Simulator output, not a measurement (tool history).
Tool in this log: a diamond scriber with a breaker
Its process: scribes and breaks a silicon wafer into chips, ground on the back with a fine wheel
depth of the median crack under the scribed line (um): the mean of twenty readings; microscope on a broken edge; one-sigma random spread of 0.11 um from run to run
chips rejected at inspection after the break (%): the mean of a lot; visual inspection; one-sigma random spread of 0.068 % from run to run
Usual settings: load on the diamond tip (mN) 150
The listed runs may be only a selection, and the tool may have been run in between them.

run     day  load on the diamond tip (mN)  incoming depth of the damage left on the back of the incoming wafer, um  depth of the median crack under the scribed line (um)  chips rejected at inspection after the break (%)
  1       0                           182                                                                     1.76                                                   13.9                                              1.69
  2   1.104                           131                                                                        3                                                  11.53                                               4.3
  3   1.762                           131                                                                     2.13                                                   11.5                                              3.51
  4     2.9                           150                                                                     1.85                                                  12.32                                              2.43
  5   3.958                           150                                                                     1.66                                                   12.2                                               2.3
  6   4.667                           150                                                                     1.96                                                  12.21                                              2.35
  7   5.192                           150                                                                     2.31                                                  12.32                                              2.65
  8   6.067                           150                                                                     2.72                                                  12.05                                              2.86
  9   7.188                           150                                                                     2.11                                                  12.19                                              2.72
 10   8.567                           150                                                                     2.68                                                  12.06                                              3.08
 11  10.004                           128                                                                      1.8                                                  11.18                                              4.15
 12  11.346                           167                                                                     2.95                                                  13.79                                              2.38
 13  11.875                           167                                                                     1.53                                                  14.06                                              1.85
 14  13.312                           167                                                                      2.5                                                  13.93                                               2.4
 15  17.008                           150                                                                     2.47                                                  13.08                                              2.03
 16  18.079                           150                                                                        2                                                  13.07                                              1.87
 17  18.946                           150                                                                     1.65                                                  13.12                                              1.83
 18  20.392                           150                                                                      2.9                                                  13.16                                              2.39
 19   20.95                           150                                                                     1.81                                                  12.99                                              1.75
 20  21.525                           118                                                                     1.52                                                  11.53                                               3.1
 21    22.4                           131                                                                      2.9                                                  12.11                                              3.24
 22  23.112                           150                                                                     2.98                                                  13.06                                              2.64
 23  23.871                           150                                                                      1.8                                                  13.02                                              1.78
 24  24.642                           127                                                                     2.15                                                  11.92                                              2.82
 25  25.804                           150                                                                     1.65                                                   13.1                                              1.77
 26  26.767                           137                                                                     1.85                                                  12.21                                               2.2
 27  27.596                           150                                                                     2.88                                                  12.89                                              2.46
 28  28.488                           192                                                                     1.89                                                  14.54                                              2.66
 29  29.017                           162                                                                     2.34                                                  13.39                                              1.95
 30  30.038                           188                                                                     2.08                                                  14.55                                              2.42
 31  30.542                           134                                                                     2.11                                                  12.01                                               2.6
 32  31.208                           109                                                                     1.99                                                  11.08                                              4.82
 33  32.325                           166                                                                     2.52                                                  13.39                                              2.11
 34  33.467                           132                                                                     2.76                                                  11.93                                              3.22
 35  34.621                           189                                                                     1.96                                                  14.29                                              2.22
 36    35.2                           187                                                                     2.22                                                  14.15                                              2.19
 37  37.042                           133                                                                     2.48                                                  11.86                                              3.01
 38  38.088                           120                                                                     2.14                                                  11.35                                              3.98
 39  39.058                           125                                                                     2.81                                                  11.52                                              4.23
 40  40.212                           150                                                                     1.76                                                  12.69                                              2.03
 41  42.838                           135                                                                     1.95                                                  11.91                                              2.81
 42  43.954                           132                                                                     1.75                                                  11.73                                              2.99
 43  45.271                           178                                                                     2.44                                                  13.69                                              2.04

Withheld: 3 entries from between the runs. Position of each, and hidden state at the listed run before versus the listed run after:
Runs 11 to 12: load on the tip recalibrated (day 11.225)
  deviation of the load on the tip from its setpoint, %: -16.3 -> 0.663
  the result without the hidden state subtracted from the measured one, depth of the median crack under the scribed line (um): -1.03 -> +0.05; chips rejected at inspection after the break (%): +1.81 -> +0.02
Runs 17 to 18: diamond tip replaced by a new one (day 19.171)
  deviation of the load on the tip from its setpoint, %: -1.86 -> -2.34
  the result without the hidden state subtracted from the measured one, depth of the median crack under the scribed line (um): -0.13 -> -0.16; chips rejected at inspection after the break (%): +0.01 -> +0.04
Runs 42 to 43: diamond tip replaced by a new one (day 44.075)
  deviation of the load on the tip from its setpoint, %: -10.2 -> -10.6
  the result without the hidden state subtracted from the measured one, depth of the median crack under the scribed line (um): -0.65 -> -0.79; chips rejected at inspection after the break (%): +0.83 -> -0.46
